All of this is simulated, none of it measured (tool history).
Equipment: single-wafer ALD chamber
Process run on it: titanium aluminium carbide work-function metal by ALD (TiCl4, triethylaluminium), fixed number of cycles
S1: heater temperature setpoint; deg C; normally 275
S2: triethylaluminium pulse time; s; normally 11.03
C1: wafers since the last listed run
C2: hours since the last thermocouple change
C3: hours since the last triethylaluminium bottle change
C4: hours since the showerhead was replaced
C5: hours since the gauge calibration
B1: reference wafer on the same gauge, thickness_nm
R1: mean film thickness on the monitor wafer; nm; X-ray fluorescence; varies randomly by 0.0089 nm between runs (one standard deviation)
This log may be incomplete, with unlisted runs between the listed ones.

| run | hour | S1 | S2 | C1 | C2 | C3 | C4 | C5 | B1 | R1 |
|---|---|---|---|---|---|---|---|---|---|---|
| 1 | 0 | 263 | 13.3 | 0 | 1351.7 | 549 | 6499.9 | 120.3 | 2.1 | 1.682 |
| 2 | 10.5 | 263 | 13.3 | 131 | 1362.2 | 559.5 | 6510.4 | 130.8 | 2.1 | 1.695 |
| 3 | 26.2 | 275 | 12.12 | 196 | 1377.9 | 575.2 | 6526.1 | 146.5 | 2.102 | 1.754 |
| 4 | 37.6 | 275 | 12.12 | 142 | 1389.3 | 586.6 | 6537.5 | 157.9 | 2.101 | 1.758 |
| 5 | 47.5 | 275 | 8.44 | 124 | 1399.2 | 596.5 | 6547.4 | 167.8 | 2.1 | 1.615 |
| 6 | 60 | 275 | 8.44 | 156 | 1411.7 | 609 | 6559.9 | 180.3 | 2.1 | 1.622 |
|  | 93.4 | showerhead replaced |
| 7 | 97.4 | 275 | 8.44 | 368 | 1449.1 | 646.4 | 4 | 217.7 | 2.1 | 1.605 |
| 8 | 107.6 | 275 | 10 | 127 | 1459.3 | 656.6 | 14.2 | 227.9 | 2.099 | 1.674 |
| 9 | 122.1 | 275 | 11.03 | 181 | 1473.8 | 671.1 | 28.7 | 242.4 | 2.1 | 1.719 |
|  | 140 | triethylaluminium bottle replaced |
|  | 159.9 | gauge calibrated |
| 10 | 166.1 | 275 | 11.03 | 451 | 1517.8 | 26.1 | 72.7 | 6.2 | 2.101 | 1.564 |
|  | 177.1 | triethylaluminium bottle replaced, repeated, since the last time left the tool worse |
| 11 | 180.4 | 275 | 11.03 | 78 | 1532.1 | 3.3 | 87 | 20.5 | 2.1 | 1.789 |
|  | 192.8 | thermocouple changed; heater temperature recalibrated |
| 12 | 193.3 | 289 | 12.84 | 61 | 0.5 | 16.2 | 99.9 | 33.4 | 2.101 | 1.919 |
| 13 | 206 | 281 | 11.03 | 159 | 13.2 | 28.9 | 112.6 | 46.1 | 2.097 | 1.824 |
| 14 | 222.7 | 275 | 11.03 | 209 | 29.9 | 45.6 | 129.3 | 62.8 | 2.101 | 1.779 |
| 15 | 234.3 | 286 | 14.31 | 145 | 41.5 | 57.2 | 140.9 | 74.4 | 2.099 | 1.895 |
| 16 | 246.7 | 275 | 9.58 | 155 | 53.9 | 69.6 | 153.3 | 86.8 | 2.102 | 1.738 |
| 17 | 257.9 | 269 | 12.28 | 140 | 65.1 | 80.8 | 164.5 | 98 | 2.1 | 1.749 |
| 18 | 268.3 | 275 | 13.44 | 130 | 75.5 | 91.2 | 174.9 | 108.4 | 2.1 | 1.806 |
| 19 | 280.7 | 265 | 8.68 | 155 | 87.9 | 103.6 | 187.3 | 120.8 | 2.099 | 1.635 |
| 20 | 290.9 | 275 | 15.09 | 127 | 98.1 | 113.8 | 197.5 | 131 | 2.101 | 1.826 |
| 21 | 305.5 | 275 | 12.31 | 182 | 112.7 | 128.4 | 212.1 | 145.6 | 2.1 | 1.785 |

Take each entry between the runs: how does the hidden state at the last listed run before it differ from the hidden state at the first listed run after it?
Logged between run 6 and run 7: showerhead replaced (hour 93.4)
  triethylaluminium dose above that of a fresh bottle (%): -22 -> -23.3
  measured value less the no-hidden-state value, R1: -0.1 -> -0.107 nm
Logged between run 9 and run 10: triethylaluminium bottle replaced (hour 140); gauge calibrated (hour 159.9)
  triethylaluminium dose above that of a fresh bottle (%): -24.2 -> -45.2
  measured value less the no-hidden-state value, R1: -0.067 -> -0.211 nm
Logged between run 10 and run 11: triethylaluminium bottle replaced, repeated, since the last time left the tool worse (hour 177.1)
  triethylaluminium dose above that of a fresh bottle (%): -45.2 -> -1.77
  measured value less the no-hidden-state value, R1: -0.211 -> -0.003 nm
Logged between run 11 and run 12: thermocouple changed; heater temperature recalibrated (hour 192.8)
  triethylaluminium dose above that of a fresh bottle (%): -1.77 -> -2.23
  measured value less the no-hidden-state value, R1: -0.003 -> -0.002 nm

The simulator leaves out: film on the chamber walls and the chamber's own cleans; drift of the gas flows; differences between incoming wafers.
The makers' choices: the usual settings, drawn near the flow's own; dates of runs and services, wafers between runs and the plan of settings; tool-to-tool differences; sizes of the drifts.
